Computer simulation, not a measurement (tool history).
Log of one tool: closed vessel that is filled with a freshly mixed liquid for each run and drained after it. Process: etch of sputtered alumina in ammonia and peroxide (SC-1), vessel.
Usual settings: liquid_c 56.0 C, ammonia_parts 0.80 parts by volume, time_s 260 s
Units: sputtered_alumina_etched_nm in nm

run   hour  liquid_c  ammonia_parts  time_s  wafers since the last listed run  hours since the thermometer was replaced  hours since the ammonia flow meter was replaced  hours since the drum of ammonia solution was connected  hours since the gauge calibration  read-back film thickness of the sputtered alumina reference wafer, read on the same gauge (nm)  sputtered_alumina_etched_nm
  1    0.0      56.0           0.70     260                                 0                                    2426.0                                            134.7                                                   281.0                              984.4                                                                                           30.00                        19.04
  2   19.3      56.0           0.70     260                              1330                                    2445.3                                            154.0                                                   300.3                             1003.7                                                                                           29.99                        19.08
  3   52.9      56.0           0.80     260                              2316                                    2478.9                                            187.6                                                   333.9                             1037.3                                                                                           29.99                        19.33
  4   76.1      50.0           0.80     260                              1599                                    2502.1                                            210.8                                                   357.1                             1060.5                                                                                           30.00                        13.75
  5  101.1      50.0           0.80     260                              1723                                    2527.1                                            235.8                                                   382.1                             1085.5                                                                                           30.01                        13.75
  6  130.7      60.0           1.10     260                              2040                                    2556.7                                            265.4                                                   411.7                             1115.1                                                                                           29.99                        24.34
  7  161.1      56.0           0.80     260                              2095                                    2587.1                                            295.8                                                   442.1                             1145.5                                                                                           30.01                        18.94
  8  180.9      62.5           1.10     260                              1365                                    2606.9                                            315.6                                                   461.9                             1165.3                                                                                           29.98                        27.49
  9  201.8      56.0           0.80     190                              1440                                    2627.8                                            336.5                                                   482.8                             1186.2                                                                                           30.02                        13.82
 10  216.6      65.5           0.65     150                              1020                                    2642.6                                            351.3                                                   497.6                             1201.0                                                                                           29.99                        17.72
 11  243.7      60.0           0.70     315                              1868                                    2669.7                                            378.4                                                   524.7                             1228.1                                                                                           30.01                        28.34
 12  278.5      60.5           0.80     220                              2399                                    2704.5                                            413.2                                                   559.5                             1262.9                                                                                           29.99                        20.48
 13  296.2      48.5           1.00     260                              1220                                    2722.2                                            430.9                                                   577.2                             1280.6                                                                                           30.02                        12.89
     320.8  -- gauge calibrated
     338.6  -- new drum of ammonia solution connected
 14  382.6      56.0           1.15     260                              5887                                    2808.6                                            517.3                                                    44.0                               61.8                                                                                           29.97                        19.53
     385.5  -- ammonia flow meter replaced
 15  412.0      56.0           0.80     120                              1957                                    2838.0                                             26.5                                                    73.4                               91.2                                                                                           30.00                         8.67
 16  441.1      56.0           0.80     260                              2006                                    2867.1                                             55.6                                                   102.5                              120.3                                                                                           30.00                        18.69
 17  458.0      53.0           1.00     345                              1165                                    2884.0                                             72.5                                                   119.4                              137.2                                                                                           30.02                        21.85
 18  497.0      56.0           0.80     260                              2688                                    2923.0                                            111.5                                                   158.4                              176.2                                                                                           29.99                        18.96
 19  512.0      63.0           0.55     260                              1034                                    2938.0                                            126.5                                                   173.4                              191.2                                                                                           30.01                        26.36
 20  527.2      56.0           0.65     260                              1047                                    2953.2                                            141.7                                                   188.6                              206.4                                                                                           29.99                        18.55
     552.9  -- thermometer replaced
 21  630.0      53.5           1.00     260                              7018                                      77.1                                            244.5                                                   291.4                              309.2                                                                                           29.98                        18.89
 22  656.8      56.0           0.80     360                              1847                                     103.9                                            271.3                                                   318.2                              336.0                                                                                           30.01                        29.21
 23  718.9      59.5           0.80     315                              4281                                     166.0                                            333.4                                                   380.3                              398.1                                                                                           30.00                        30.70
 24  747.7      49.5           0.40     120                              1985                                     194.8                                            362.2                                                   409.1                              426.9                                                                                           30.01                         6.32
 25  775.8      56.0           0.65     415                              1937                                     222.9                                            390.3                                                   437.2                              455.0                                                                                           30.00                        32.95
 26  789.4      62.0           1.15     395                               937                                     236.5                                            403.9                                                   450.8                              468.6                                                                                           30.01                        44.56
 27  817.4      56.0           0.80     405                              1930                                     264.5                                            431.9                                                   478.8                              496.6                                                                                           29.99                        32.61
 28  836.7      60.5           1.05     260                              1330                                     283.8                                            451.2                                                   498.1                              515.9                                                                                           29.99                        26.87

The tool's hidden state at each run:
ammonia flow below the setpoint (%): 0 in every run
ammonia solution weaker than its label (%): 0 in every run
gauge reads high (%): 0 in every run
H1: liquid colder than its thermometer reads (K)
run      H1
  1     1.8
  2    1.82
  3    1.84
  4    1.86
  5    1.88
  6     1.9
  7    1.92
  8    1.94
  9    1.95
 10    1.96
 11    1.98
 12    2.01
 13    2.02
 14    2.09
 15    2.11
 16    2.13
 17    2.14
 18    2.17
 19    2.18
 20    2.19
 21  0.0701
 22  0.0899
 23   0.136
 24   0.157
 25   0.178
 26   0.188
 27   0.208
 28   0.222
